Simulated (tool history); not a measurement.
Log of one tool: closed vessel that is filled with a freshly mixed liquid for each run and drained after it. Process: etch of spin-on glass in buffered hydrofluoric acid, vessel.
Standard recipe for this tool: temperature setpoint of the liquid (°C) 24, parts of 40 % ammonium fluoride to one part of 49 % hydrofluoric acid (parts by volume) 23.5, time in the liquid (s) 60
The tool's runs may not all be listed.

run	hour	temperature setpoint of the liquid (°C)	parts of 40 % ammonium fluoride to one part of 49 % hydrofluoric acid (parts by volume)	time in the liquid (s)	read-back film thickness of the spin-on glass reference wafer, read on the same gauge (nm)	thickness taken off the spin-on glass on a monitor wafer (Å)
1	0	24	23.5	60	50.07	1456
2	96.9	24	23.5	60	50.03	1432.4
3	175.6	24	23.5	60	50.04	1454.9
4	229.3	24	23.5	60	50.04	1450.9
5	328.9	24	23.5	60	50.02	1438.7
6	400	24	23.5	60	50.02	1475.3
# hour 433.5: hydrofluoric acid flow meter replaced
7	689.1	24	23.5	60	49.98	1466.4
# hour 692.4: gauge calibrated
8	765.9	21	29.5	60	50.02	1072
9	806	24	23.5	35	50.01	868.5
10	909.2	24	23.5	35	50	860.9
11	965.5	24	23.5	60	49.99	1489.8
# hour 969.4: hydrofluoric acid flow meter replaced
12	1029.6	24	23.5	60	49.99	1490
13	1104	28.5	29.5	30	50.03	812.2
14	1190.1	24	23.5	60	49.99	1481.4
15	1244.2	22	23.5	60	49.98	1325.2
16	1315	24	28.5	35	50	759
17	1378.4	28	23.5	95	50.02	2937.9
18	1439.3	27.5	28	50	50.01	1336.3
19	1507.7	28	16	70	50.01	3027.7
20	1550	24	23.5	60	49.99	1520.9
# hour 1636.8: hydrofluoric acid flow meter replaced
21	1645.7	26	27.5	70	50.05	1774.3
# hour 1656.7: thermometer replaced
22	1724.9	24	23.5	95	50.02	2280.5
23	1827.1	28	23.5	60	50	1784.6
24	1902.6	22.5	18.5	60	49.98	1591.2
25	2190.3	24	23.5	60	50.01	1453.8

State the hidden condition of the tool at each of the runs:
hydrofluoric acid flow above the setpoint (%): 0 on each run
gauge reads high (%): 0 on each run
H1: liquid hotter than its thermometer reads (K)
run	H1
1	0.447
2	0.498
3	0.54
4	0.568
5	0.62
6	0.658
7	0.81
8	0.85
9	0.871
10	0.926
11	0.955
12	0.989
13	1.03
14	1.07
15	1.1
16	1.14
17	1.17
18	1.2
19	1.24
20	1.26
21	1.31
22	0.254
23	0.308
24	0.348
25	0.499
